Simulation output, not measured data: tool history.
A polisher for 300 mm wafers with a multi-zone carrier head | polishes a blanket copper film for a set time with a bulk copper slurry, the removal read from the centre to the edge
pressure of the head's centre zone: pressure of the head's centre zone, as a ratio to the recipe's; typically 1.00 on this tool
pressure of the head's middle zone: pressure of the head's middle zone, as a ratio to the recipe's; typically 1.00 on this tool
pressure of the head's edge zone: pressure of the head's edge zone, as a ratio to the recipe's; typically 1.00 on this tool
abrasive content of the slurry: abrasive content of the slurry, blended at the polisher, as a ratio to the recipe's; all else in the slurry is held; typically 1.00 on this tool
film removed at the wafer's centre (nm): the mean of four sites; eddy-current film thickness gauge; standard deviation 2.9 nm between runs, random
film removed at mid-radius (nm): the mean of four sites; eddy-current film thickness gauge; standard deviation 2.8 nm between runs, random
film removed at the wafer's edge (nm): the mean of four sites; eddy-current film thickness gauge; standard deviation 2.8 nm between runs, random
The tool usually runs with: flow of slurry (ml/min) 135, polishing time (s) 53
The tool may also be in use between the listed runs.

| run | day | flow of slurry (ml/min) | pressure of the head's centre zone | pressure of the head's middle zone | pressure of the head's edge zone | abrasive content of the slurry | polishing time (s) | incoming thickness of the incoming film, nm | film removed at the wafer's centre (nm) | film removed at mid-radius (nm) | film removed at the wafer's edge (nm) |
|---|---|---|---|---|---|---|---|---|---|---|---|
| 1 | 0.000 | 135 | 1.05 | 1.00 | 1.00 | 1.00 | 53 | 3828.6 | 304.9 | 285.9 | 296.5 |
| 2 | 1.021 | 135 | 1.05 | 1.00 | 1.00 | 1.00 | 53 | 3827.3 | 303.6 | 286.6 | 299.1 |
| 3 | 1.879 | 135 | 1.05 | 1.00 | 1.00 | 1.00 | 53 | 3766.7 | 308.9 | 291.8 | 291.9 |
| 4 | 3.225 | 135 | 1.00 | 1.09 | 1.00 | 1.00 | 53 | 3785.3 | 292.5 | 308.1 | 288.3 |
| 5 | 3.817 | 135 | 1.00 | 1.09 | 1.00 | 1.00 | 53 | 3806.2 | 319.0 | 344.5 | 323.9 |
| 6 | 4.358 | 135 | 1.00 | 1.00 | 1.00 | 1.10 | 53 | 3817.1 | 325.7 | 322.9 | 332.4 |
| 7 | 5.746 | 135 | 1.00 | 1.00 | 1.00 | 1.00 | 53 | 3835.9 | 322.5 | 321.4 | 319.9 |
| 8 | 7.221 | 135 | 1.00 | 1.00 | 1.00 | 1.00 | 53 | 3874.8 | 316.3 | 315.1 | 318.0 |
| 9 | 8.721 | 135 | 1.00 | 1.00 | 1.03 | 0.90 | 53 | 3759.4 | 301.0 | 303.3 | 312.0 |
| 10 | 10.721 | 100 | 1.07 | 1.00 | 1.00 | 1.00 | 53 | 3772.2 | 316.4 | 301.8 | 307.1 |
| 11 | 11.629 | 135 | 1.00 | 1.00 | 1.00 | 0.85 | 53 | 3794.1 | 314.1 | 307.7 | 318.6 |
| 12 | 12.254 | 135 | 1.00 | 1.00 | 1.00 | 1.00 | 53 | 3843.6 | 317.5 | 319.0 | 315.8 |
| 13 | 12.983 | 115 | 1.00 | 1.00 | 1.00 | 1.20 | 45 | 3775.3 | 266.9 | 269.6 | 273.2 |
| 14 | 13.888 | 135 | 1.00 | 1.00 | 1.00 | 1.00 | 53 | 3863.7 | 316.8 | 314.7 | 318.9 |
| 15 | 14.712 | 135 | 1.00 | 0.89 | 1.00 | 1.00 | 53 | 3845.6 | 314.4 | 284.2 | 316.9 |
| 16 | 15.871 | 90 | 0.93 | 1.00 | 1.00 | 0.70 | 39 | 3805.7 | 177.0 | 196.1 | 202.9 |
| 17 | 16.446 | 175 | 1.00 | 1.00 | 1.00 | 0.75 | 61 | 3768.3 | 371.4 | 367.1 | 369.4 |
| 18 | 17.467 | 135 | 1.00 | 1.00 | 1.00 | 1.20 | 53 | 3759.2 | 332.8 | 331.9 | 335.3 |
| 19 | 18.375 | 135 | 1.00 | 1.00 | 1.05 | 1.00 | 63 | 3796.6 | 376.0 | 375.1 | 389.2 |
| 20 | 19.812 | 100 | 1.00 | 1.00 | 1.00 | 0.90 | 53 | 3744.3 | 290.2 | 293.5 | 302.0 |
| 21 | 21.312 | 165 | 1.12 | 0.96 | 1.00 | 1.15 | 53 | 3779.9 | 370.4 | 324.2 | 328.8 |
| 22 | 21.992 | 135 | 0.92 | 1.07 | 1.12 | 1.00 | 53 | 3823.0 | 287.2 | 325.2 | 331.9 |

The log once held 8 entries between its listed runs, left out of this copy. Where does each go, and what is different about the tool's unlogged condition between the listed run before it and the listed run after it?
After run 4, before run 5: worn pad replaced by a new one, repeated, since the last time left the tool worse (day 3.588)
  removal rate lost through wear of the pad, %: 10.4 -> 0.154
  the result without the hidden state subtracted from the measured one, film removed at the wafer's centre (nm): -33.8 -> -0.5; film removed at mid-radius (nm): -35.6 -> -0.6; film removed at the wafer's edge (nm): -33.3 -> -0.5
After run 6, before run 7: slurry nozzle cleaned (day 5.112)
  removal rate lost through wear of the pad, %: 0.215 -> 0.673
  the result without the hidden state subtracted from the measured one, film removed at the wafer's centre (nm): -0.7 -> -2.1; film removed at mid-radius (nm): -0.7 -> -2.2; film removed at the wafer's edge (nm): -0.7 -> -2.2
After run 8, before run 9: centre zone pressure recalibrated (day 7.479)
  removal rate lost through wear of the pad, %: 1.63 -> 3.11
  the result without the hidden state subtracted from the measured one, film removed at the wafer's centre (nm): -5.3 -> -9.7; film removed at mid-radius (nm): -5.3 -> -9.7; film removed at the wafer's edge (nm): -5.3 -> -10.0
After run 9, before run 10: carrier head's membrane replaced by a new one (day 10.233); worn pad replaced by a new one (day 10.700)
  removal rate lost through wear of the pad, %: 3.11 -> 0.0269
  the result without the hidden state subtracted from the measured one, film removed at the wafer's centre (nm): -9.7 -> -0.1; film removed at mid-radius (nm): -9.7 -> -0.1; film removed at the wafer's edge (nm): -10.0 -> -0.1
After run 11, before run 12: edge zone pressure recalibrated (day 11.929)
  removal rate lost through wear of the pad, %: 0.124 -> 0.298
  the result without the hidden state subtracted from the measured one, film removed at the wafer's centre (nm): -0.4 -> -1.0; film removed at mid-radius (nm): -0.3 -> -0.9; film removed at the wafer's edge (nm): -0.4 -> -1.0
After run 16, before run 17: worn pad replaced by a new one (day 16.425)
  removal rate lost through wear of the pad, %: 3.03 -> 0.0195
  the result without the hidden state subtracted from the measured one, film removed at the wafer's centre (nm): -5.6 -> +0.0; film removed at mid-radius (nm): -6.2 -> -0.1; film removed at the wafer's edge (nm): -6.3 -> -0.1
After run 20, before run 21: centre zone pressure recalibrated (day 20.433)
  removal rate lost through wear of the pad, %: 1.31 -> 2.71
  the result without the hidden state subtracted from the measured one, film removed at the wafer's centre (nm): -3.9 -> -10.3; film removed at mid-radius (nm): -3.9 -> -9.0; film removed at the wafer's edge (nm): -4.0 -> -9.1
